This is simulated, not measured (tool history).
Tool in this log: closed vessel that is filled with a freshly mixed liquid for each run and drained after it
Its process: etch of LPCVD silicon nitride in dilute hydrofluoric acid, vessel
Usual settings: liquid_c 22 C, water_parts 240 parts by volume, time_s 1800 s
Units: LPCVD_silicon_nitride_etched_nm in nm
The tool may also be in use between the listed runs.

run	hour	liquid_c	water_parts	time_s	wafers since the last listed run	hours since the thermometer was replaced	hours since the hydrofluoric acid flow meter was replaced	hours since the gauge calibration	read-back film thickness of the LPCVD silicon nitride reference wafer, read on the same gauge (nm)	LPCVD_silicon_nitride_etched_nm
1	0	22	310	1155	0	737	259.6	393.9	80.005	1.836
2	7.8	22	290	1800	210	744.8	267.4	401.7	80	3
3	26.7	22	290	1800	509	763.7	286.3	420.6	79.989	3.004
4	69.2	22	270	1800	1144	806.2	328.8	463.1	80.001	3.166
5	84	22	240	1800	398	821	343.6	477.9	80.001	3.563
6	96.4	22	240	1800	333	833.4	356	490.3	80.015	3.524
7	107.4	22	240	2390	296	844.4	367	501.3	79.997	4.749
8	117.3	22	240	2390	266	854.3	376.9	511.2	80.003	4.653
9	129.2	22	330	1800	320	866.2	388.8	523.1	79.987	2.609
10	154	22	330	1800	667	891	413.6	547.9	79.977	2.649
# hour 157.3: hydrofluoric acid flow meter replaced
# hour 162.8: gauge calibrated
# hour 166.5: thermometer replaced
11	167	22	240	1220	296	0.5	9.7	4.2	80.015	2.714
12	182.7	22	240	1220	422	16.2	25.4	19.9	80.005	2.746
13	199.2	26	240	1800	444	32.7	41.9	36.4	79.978	5.205
14	214.9	22	240	1800	422	48.4	57.6	52.1	79.998	4.019
15	230.6	22	240	1800	422	64.1	73.3	67.8	80.01	3.967
16	247.3	19	280	1800	449	80.8	90	84.5	79.985	2.784
17	257	22	240	1800	261	90.5	99.7	94.2	80.001	3.994
18	280.6	26	340	2730	635	114.1	123.3	117.8	79.996	5.437
19	294.1	22	205	1800	363	127.6	136.8	131.3	79.995	4.649
20	307.9	24.5	150	2820	371	141.4	150.6	145.1	79.992	11.629
21	319.5	22	240	1800	312	153	162.2	156.7	79.992	3.919
22	326	19	240	1425	175	159.5	168.7	163.2	80.002	2.579
23	343.5	18	345	1800	471	177	186.2	180.7	79.994	2.107

Run 24 has not been measured yet. What should we expect?
24	350.2	22	165	955	180	183.7	192.9	187.4	?	?

read-back film thickness of the LPCVD silicon nitride reference wafer, read on the same gauge (nm): 79.998
LPCVD_silicon_nitride_etched_nm: 3.055 nm
Take away the tool's hidden state, keep the run-to-run variation as it was, and the same run would have given LPCVD_silicon_nitride_etched_nm 3.169 nm.

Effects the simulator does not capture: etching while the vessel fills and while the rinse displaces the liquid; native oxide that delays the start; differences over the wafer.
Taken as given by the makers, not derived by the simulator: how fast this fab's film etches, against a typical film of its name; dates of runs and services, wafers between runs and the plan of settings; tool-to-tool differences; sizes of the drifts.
